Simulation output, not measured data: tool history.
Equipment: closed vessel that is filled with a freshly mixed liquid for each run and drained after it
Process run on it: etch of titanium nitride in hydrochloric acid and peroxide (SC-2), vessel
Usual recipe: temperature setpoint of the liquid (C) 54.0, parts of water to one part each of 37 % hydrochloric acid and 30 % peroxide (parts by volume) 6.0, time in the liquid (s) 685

run    hour  temperature setpoint of the liquid (C)  parts of water to one part each of 37 % hydrochloric acid and 30 % peroxide (parts by volume)  time in the liquid (s)  read-back film thickness of the titanium nitride reference wafer, read on the same gauge (nm)  thickness taken off the titanium nitride on a monitor wafer (nm)
  1     0.0                                    54.0                                                                                            6.0                     685                                                                                         110.00                                                             49.63
       52.4  -- thermometer replaced
  2    68.3                                    54.0                                                                                            6.0                     685                                                                                         110.01                                                             49.95
  3   132.9                                    54.0                                                                                            6.0                     915                                                                                         109.98                                                             67.31
  4   237.5                                    54.0                                                                                            6.0                     685                                                                                         109.97                                                             49.84
  5   306.6                                    54.0                                                                                            6.0                     685                                                                                         110.00                                                             50.52
  6   356.3                                    54.0                                                                                            6.0                     685                                                                                         110.02                                                             50.67
  7   402.4                                    54.0                                                                                            6.0                     685                                                                                         109.99                                                             50.79
  8   507.7                                    54.0                                                                                            6.0                     685                                                                                         109.98                                                             51.16
  9   571.9                                    54.0                                                                                            6.0                     685                                                                                         109.98                                                             50.92
 10   641.9                                    54.0                                                                                            6.0                     685                                                                                         109.98                                                             51.39
 11   691.6                                    54.0                                                                                            6.0                     685                                                                                         109.99                                                             51.58
      727.4  -- thermometer replaced
 12   775.1                                    54.0                                                                                            6.0                     775                                                                                         110.01                                                             58.77
 13   821.7                                    58.5                                                                                            7.5                     515                                                                                         110.00                                                             43.85
      883.6  -- new drum of peroxide connected
 14   884.1                                    54.0                                                                                            6.0                     685                                                                                         109.99                                                             51.82
      931.3  -- gauge calibrated
 15   953.8                                    49.5                                                                                            4.0                     440                                                                                         110.00                                                             32.90
 16  1055.6                                    59.0                                                                                            5.0                     685                                                                                         110.00                                                             82.42
 17  1119.3                                    64.0                                                                                            6.0                     685                                                                                         109.99                                                             98.91
     1158.8  -- chemicals flow meter replaced
 18  1180.9                                    49.0                                                                                            8.0                     490                                                                                         109.99                                                             20.25
 19  1253.2                                    54.0                                                                                            6.0                     685                                                                                         110.01                                                             49.22
     1290.6  -- thermometer replaced
 20  1357.5                                    54.0                                                                                            6.0                     335                                                                                         109.98                                                             23.99
 21  1411.4                                    54.0                                                                                            6.0                     685                                                                                         109.99                                                             50.15
 22  1565.4                                    54.0                                                                                            4.0                     385                                                                                         110.00                                                             37.24
 23  1611.9                                    61.0                                                                                            6.0                     395                                                                                         110.02                                                             45.52
 24  1675.2                                    50.0                                                                                            4.0                     855                                                                                         110.05                                                             63.87
 25  1781.9                                    54.0                                                                                            4.0                     685                                                                                         109.98                                                             67.57

What if the next run were any one of these 3? Each begins from the tool's condition after run 25:
  A  1782.7                                    61.0                                                                                            6.0                     685                                                                                              ?                                                                 ?
  B  1782.7                                    62.5                                                                                            6.0                    1045                                                                                              ?                                                                 ?
  C  1782.7                                    56.5                                                                                            8.5                     685                                                                                              ?                                                                 ?

run  read-back film thickness of the titanium nitride reference wafer, read on the same gauge (nm)  thickness taken off the titanium nitride on a monitor wafer (nm)
  A                                                                                         110.02                                                             78.57
  B                                                                                         110.02                                                            131.57
  C                                                                                         110.02                                                             45.15
Stripped of hidden state, with their random variation kept, the same runs would have yielded:
run  thickness taken off the titanium nitride on a monitor wafer (nm)
  A                                                             76.28
  B                                                            127.72
  C                                                             43.73
